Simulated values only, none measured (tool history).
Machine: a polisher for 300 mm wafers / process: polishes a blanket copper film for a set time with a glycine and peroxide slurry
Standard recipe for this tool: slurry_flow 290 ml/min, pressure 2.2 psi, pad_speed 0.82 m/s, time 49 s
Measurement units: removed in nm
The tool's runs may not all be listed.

run   hour  slurry_flow  pressure  pad_speed  time  incoming thickness of the incoming film, nm  removed
  1    0.0          290       2.2       0.82    49                                       2385.3    176.1
  2   13.4          290       2.2       0.82    49                                       2352.1    172.5
      27.6  -- worn pad replaced by a new one
  3   28.1          290       2.2       0.82    49                                       2404.1    191.2
  4   44.0          290       2.2       0.82    49                                       2337.7    184.1
  5   53.2          270       2.2       0.82    49                                       2401.3    179.1
  6   67.0          270       2.2       0.82    49                                       2375.5    176.3
  7   75.5          325       2.2       0.82    43                                       2352.8    151.9
  8   84.3          325       2.2       0.82    43                                       2327.5    155.5
      96.2  -- worn pad replaced by a new one
  9   96.7          325       2.2       0.82    43                                       2402.2    167.1
      99.9  -- slurry nozzle cleaned
 10  113.0          290       2.2       0.82    41                                       2379.2    151.6
 11  127.8          290       2.2       0.82    41                                       2329.7    149.2
 12  136.9          290       2.2       0.82    41                                       2365.9    148.7
 13  149.6          290       1.9       0.82    43                                       2372.9    138.0
     162.1  -- worn pad replaced by a new one
 14  165.5          315       1.9       0.58    56                                       2369.7    157.9
     174.2  -- head pressure recalibrated
 15  182.9          360       2.8       0.82    49                                       2338.4    214.8
 16  198.4          245       2.2       1.06    49                                       2407.8    214.3
 17  211.8          290       2.2       0.82    49                                       2361.1    174.2
 18  228.9          290       2.2       0.82    49                                       2356.4    170.0
     239.0  -- worn pad replaced by a new one
 19  241.3          340       2.6       0.82    49                                       2376.1    210.2
 20  253.0          290       1.9       0.82    49                                       2354.0    168.2
 21  263.0          340       2.2       0.82    60                                       2390.5    221.4
 22  269.8          290       2.2       0.96    63                                       2375.5    256.0
 23  287.0          360       2.2       0.64    49                                       2364.7    146.3
 24  296.1          290       2.2       0.82    49                                       2343.1    169.5

Measured result minus the same run's result without the hidden state. Both carry the same run-to-run variation, though not necessarily the same gauge scatter:
What the log doesn't record here: removal rate lost through wear of the pad, %; slurry flow missing at the pad, %; deviation of the head's pressure from its setpoint, %.
run  removed
  1    -14.2
  2    -18.3
  3     -1.1
  4     -5.9
  5     -8.6
  6    -12.9
  7    -13.5
  8    -16.4
  9     -0.4
 10     -4.4
 11     -8.2
 12    -10.6
 13    -13.1
 14     -1.3
 15     -8.0
 16    -13.8
 17    -15.6
 18    -20.9
 19     -5.0
 20     -7.4
 21    -13.6
 22    -18.9
 23    -15.6
 24    -21.1
